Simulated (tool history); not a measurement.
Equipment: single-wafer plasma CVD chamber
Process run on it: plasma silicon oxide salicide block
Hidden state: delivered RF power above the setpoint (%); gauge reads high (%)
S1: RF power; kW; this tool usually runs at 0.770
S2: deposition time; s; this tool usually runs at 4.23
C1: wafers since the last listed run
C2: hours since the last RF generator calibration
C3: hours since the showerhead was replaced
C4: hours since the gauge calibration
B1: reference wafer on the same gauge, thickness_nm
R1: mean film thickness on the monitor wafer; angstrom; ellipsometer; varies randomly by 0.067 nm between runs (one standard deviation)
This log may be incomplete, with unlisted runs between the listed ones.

{"run": 1, "day": 0.0, "S1": 0.77, "S2": 3.73, "C1": 0, "C2": 1642.5, "C3": 4117.1, "C4": 51.7, "B1": 46.506, "R1": 394.26}
{"run": 2, "day": 0.712, "S1": 0.77, "S2": 3.73, "C1": 705, "C2": 1659.6, "C3": 4134.2, "C4": 68.8, "B1": 46.506, "R1": 394.52}
{"run": 3, "day": 1.329, "S1": 0.77, "S2": 3.73, "C1": 610, "C2": 1674.4, "C3": 4149.0, "C4": 83.6, "B1": 46.49, "R1": 393.89}
{"run": 4, "day": 1.612, "S1": 0.77, "S2": 4.23, "C1": 280, "C2": 1681.2, "C3": 4155.8, "C4": 90.4, "B1": 46.494, "R1": 445.77}
{"run": 5, "day": 2.05, "S1": 0.77, "S2": 4.23, "C1": 433, "C2": 1691.7, "C3": 4166.3, "C4": 100.9, "B1": 46.502, "R1": 445.85}
{"run": 6, "day": 2.792, "S1": 0.77, "S2": 4.23, "C1": 734, "C2": 1709.5, "C3": 4184.1, "C4": 118.7, "B1": 46.493, "R1": 447.37}
{"day": 3.221, "done": "gauge calibrated"}
{"run": 7, "day": 3.354, "S1": 0.77, "S2": 4.23, "C1": 556, "C2": 1723.0, "C3": 4197.6, "C4": 3.2, "B1": 46.49, "R1": 447.28}
{"run": 8, "day": 3.879, "S1": 0.77, "S2": 4.23, "C1": 519, "C2": 1735.6, "C3": 4210.2, "C4": 15.8, "B1": 46.501, "R1": 447.04}
{"run": 9, "day": 4.317, "S1": 0.77, "S2": 3.73, "C1": 433, "C2": 1746.1, "C3": 4220.7, "C4": 26.3, "B1": 46.489, "R1": 394.58}
{"day": 5.158, "done": "RF generator calibrated"}
{"run": 10, "day": 6.488, "S1": 0.65, "S2": 4.63, "C1": 1818, "C2": 31.9, "C3": 4272.8, "C4": 78.4, "B1": 46.509, "R1": 476.72}
{"run": 11, "day": 7.179, "S1": 0.66, "S2": 3.92, "C1": 684, "C2": 48.5, "C3": 4289.4, "C4": 95.0, "B1": 46.499, "R1": 404.11}
{"day": 7.658, "done": "showerhead replaced"}
{"run": 12, "day": 7.775, "S1": 0.77, "S2": 3.39, "C1": 259, "C2": 62.8, "C3": 2.8, "C4": 109.3, "B1": 46.486, "R1": 358.19}
{"run": 13, "day": 8.192, "S1": 0.72, "S2": 3.64, "C1": 412, "C2": 72.8, "C3": 12.8, "C4": 119.3, "B1": 46.496, "R1": 379.93}
{"day": 8.321, "done": "gauge calibrated"}
{"run": 14, "day": 8.562, "S1": 0.7, "S2": 4.23, "C1": 367, "C2": 81.7, "C3": 21.7, "C4": 5.8, "B1": 46.508, "R1": 439.78}
{"run": 15, "day": 8.879, "S1": 0.85, "S2": 3.92, "C1": 313, "C2": 89.3, "C3": 29.3, "C4": 13.4, "B1": 46.499, "R1": 422.09}
{"run": 16, "day": 9.217, "S1": 0.635, "S2": 4.55, "C1": 334, "C2": 97.4, "C3": 37.4, "C4": 21.5, "B1": 46.5, "R1": 467.57}
{"run": 17, "day": 9.646, "S1": 0.695, "S2": 4.75, "C1": 424, "C2": 107.7, "C3": 47.7, "C4": 31.8, "B1": 46.505, "R1": 493.71}

Describe how what the log doesn't record of the tool's condition differs between the last listed run preceding each entry between runs and the first listed run following it.
Between runs 6 and 7: gauge calibrated (day 3.221)
  both runs share identical hidden conditions
Between runs 9 and 10: RF generator calibrated (day 5.158)
  both runs share identical hidden conditions
Between runs 11 and 12: showerhead replaced (day 7.658)
  both runs share identical hidden conditions
Between runs 13 and 14: gauge calibrated (day 8.321)
  both runs share identical hidden conditions

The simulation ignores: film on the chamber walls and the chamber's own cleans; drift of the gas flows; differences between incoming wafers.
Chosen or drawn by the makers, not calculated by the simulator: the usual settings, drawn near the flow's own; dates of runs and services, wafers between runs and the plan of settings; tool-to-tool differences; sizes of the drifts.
